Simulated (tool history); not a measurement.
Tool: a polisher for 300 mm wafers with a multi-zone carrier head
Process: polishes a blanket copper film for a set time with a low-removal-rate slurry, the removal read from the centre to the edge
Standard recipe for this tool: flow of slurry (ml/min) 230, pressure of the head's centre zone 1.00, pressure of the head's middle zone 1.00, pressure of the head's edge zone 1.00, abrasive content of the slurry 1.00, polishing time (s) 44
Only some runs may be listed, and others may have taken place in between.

| run | hour | flow of slurry (ml/min) | pressure of the head's centre zone | pressure of the head's middle zone | pressure of the head's edge zone | abrasive content of the slurry | polishing time (s) | incoming thickness of the incoming film, nm | film removed at the wafer's centre (Å) | film removed at mid-radius (Å) | film removed at the wafer's edge (Å) |
|---|---|---|---|---|---|---|---|---|---|---|---|
| 1 | 0.0 | 230 | 1.00 | 1.00 | 0.97 | 1.00 | 44 | 1362.5 | 1531 | 1534 | 1569 |
| 2 | 51.8 | 230 | 1.00 | 1.00 | 1.00 | 1.00 | 44 | 1342.4 | 1525 | 1547 | 1588 |
| 3 | 113.2 | 230 | 1.00 | 1.00 | 1.00 | 1.00 | 48 | 1351.0 | 1655 | 1695 | 1743 |
|  | 125.5 | worn pad replaced by a new one |
| 4 | 185.9 | 230 | 0.95 | 1.00 | 1.00 | 1.00 | 44 | 1364.4 | 1506 | 1546 | 1601 |
| 5 | 280.8 | 230 | 0.95 | 1.00 | 1.00 | 1.00 | 44 | 1368.3 | 1474 | 1544 | 1608 |
|  | 283.7 | slurry nozzle cleaned |
|  | 302.7 | edge zone pressure recalibrated |
| 6 | 371.6 | 230 | 1.00 | 1.00 | 1.00 | 1.20 | 44 | 1360.9 | 1665 | 1661 | 1650 |
| 7 | 446.6 | 230 | 1.00 | 1.00 | 1.00 | 1.00 | 44 | 1362.6 | 1543 | 1534 | 1585 |
| 8 | 496.8 | 195 | 1.00 | 1.00 | 1.00 | 0.75 | 38 | 1357.4 | 1151 | 1159 | 1219 |
|  | 518.6 | worn pad replaced by a new one |
| 9 | 543.4 | 230 | 1.00 | 1.00 | 1.00 | 1.00 | 50 | 1366.1 | 1738 | 1743 | 1792 |
| 10 | 584.2 | 230 | 1.00 | 1.00 | 1.00 | 1.00 | 44 | 1337.7 | 1575 | 1534 | 1599 |
| 11 | 660.1 | 230 | 1.00 | 1.11 | 1.00 | 1.00 | 44 | 1351.6 | 1547 | 1663 | 1587 |

Expected results for the next run?
|  | 720.6 | slurry nozzle cleaned |
|  | 770.3 | centre zone pressure recalibrated |
|  | 784.4 | edge zone pressure recalibrated |
|  | 834.4 | carrier head's membrane replaced by a new one |
| 12 | 855.0 | 285 | 1.00 | 1.00 | 0.92 | 0.75 | 30 | 1358.4 | ? | ? | ? |

{"run 12": {"film removed at the wafer's centre (Å)": 979, "film removed at mid-radius (Å)": 966, "film removed at the wafer's edge (Å)": 948}}
Were there no unlogged condition in the tool, this run, its random variation unchanged, would have produced film removed at the wafer's centre (Å) 979, film removed at mid-radius (Å) 966, film removed at the wafer's edge (Å) 948.
